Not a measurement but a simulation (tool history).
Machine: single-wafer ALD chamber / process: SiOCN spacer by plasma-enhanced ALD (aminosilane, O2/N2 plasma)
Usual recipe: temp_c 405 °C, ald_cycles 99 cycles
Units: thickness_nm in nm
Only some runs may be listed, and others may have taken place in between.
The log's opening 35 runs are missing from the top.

| run | day | temp_c | ald_cycles | read-back reference wafer on the same gauge, thickness_nm | thickness_nm |
|---|---|---|---|---|---|
| 36 | 68.971 | 405 | 99 | 4.671 | 5.671 |
| 37 | 71.85 | 394 | 113 | 4.669 | 6.566 |
| 38 | 74.362 | 405 | 99 | 4.673 | 5.653 |
| 39 | 75.95 | 390 | 99 | 4.672 | 5.756 |
| 40 | 78.825 | 405 | 114 | 4.671 | 6.534 |
| 41 | 80.183 | 415 | 86 | 4.668 | 4.782 |
| 42 | 81.638 | 409 | 110 | 4.672 | 6.214 |
|  | 86.758 | gauge calibrated |
| 43 | 87 | 405 | 91 | 4.672 | 5.181 |
| 44 | 88.396 | 405 | 99 | 4.668 | 5.621 |
| 45 | 90.05 | 405 | 99 | 4.669 | 5.633 |

Predict each of these 3 candidate next runs independently; none follows another, all start after run 45:
| A | 90.075 | 409 | 99 | ? | ? |
| B | 90.075 | 396 | 83 | ? | ? |
| C | 90.075 | 418 | 99 | ? | ? |

| run | read-back reference wafer on the same gauge, thickness_nm | thickness_nm |
|---|---|---|
| A | 4.669 | 5.568 |
| B | 4.669 | 4.811 |
| C | 4.669 | 5.432 |
Without the tool's unlogged condition, the same runs would have read:
| run | thickness_nm |
|---|---|
| A | 5.592 |
| B | 4.811 |
| C | 5.455 |

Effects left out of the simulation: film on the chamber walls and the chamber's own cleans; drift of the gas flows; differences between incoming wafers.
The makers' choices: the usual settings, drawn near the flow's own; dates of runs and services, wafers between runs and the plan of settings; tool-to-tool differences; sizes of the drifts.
